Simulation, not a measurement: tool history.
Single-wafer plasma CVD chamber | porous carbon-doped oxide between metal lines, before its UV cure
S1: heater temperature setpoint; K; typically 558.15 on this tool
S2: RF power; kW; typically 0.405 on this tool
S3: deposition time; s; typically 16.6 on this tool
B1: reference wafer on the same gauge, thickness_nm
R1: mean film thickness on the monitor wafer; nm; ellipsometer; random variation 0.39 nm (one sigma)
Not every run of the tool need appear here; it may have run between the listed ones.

run,hour,S1,S2,S3,B1,R1
1,0.0,558.15,0.405,16.6,110.490,94.956
2,22.6,558.15,0.360,15.5,110.201,79.254
3,49.9,558.15,0.360,15.5,110.241,78.768
# hour 59.1: gauge calibrated
4,69.0,566.15,0.405,16.6,110.326,90.802
5,104.4,566.15,0.405,16.6,110.273,90.843
6,123.2,558.15,0.405,16.6,110.419,94.122
7,140.9,558.15,0.405,16.6,110.371,95.130
8,161.2,558.15,0.405,16.6,110.383,93.931
9,175.2,558.15,0.405,16.6,110.474,94.723
10,215.7,558.15,0.405,16.6,110.478,94.309
11,239.3,558.15,0.405,16.6,110.408,95.139
12,281.4,558.15,0.405,16.6,110.442,95.010
13,311.8,558.15,0.405,16.6,110.483,94.598
14,333.6,558.15,0.405,16.6,110.380,94.609
15,350.1,558.15,0.405,16.6,110.475,93.822
16,377.3,558.15,0.405,16.6,110.436,94.791
17,399.5,550.15,0.440,15.1,110.568,97.493
18,421.1,558.15,0.405,19.9,110.319,112.859
19,455.3,546.15,0.335,16.6,110.320,83.436
# hour 484.5: RF generator calibrated
20,485.0,558.15,0.405,16.6,110.307,94.541
21,512.1,550.15,0.405,16.6,110.465,97.855
22,546.2,558.15,0.405,19.6,110.324,111.126
# hour 563.2: showerhead replaced
# hour 569.3: gauge calibrated
23,574.5,558.15,0.405,16.6,110.539,94.379
24,595.3,572.15,0.345,17.8,110.443,79.952
25,612.1,558.15,0.405,16.6,110.266,94.379

Run 26 has not been measured yet. What should we expect?
26,636.0,549.15,0.405,18.2,?,?

{"run 26": {"B1": 110.45, "R1": 107.889}}
Take away the tool's hidden state, keep the run-to-run variation as it was, and the same run would have given R1 111.678 nm.

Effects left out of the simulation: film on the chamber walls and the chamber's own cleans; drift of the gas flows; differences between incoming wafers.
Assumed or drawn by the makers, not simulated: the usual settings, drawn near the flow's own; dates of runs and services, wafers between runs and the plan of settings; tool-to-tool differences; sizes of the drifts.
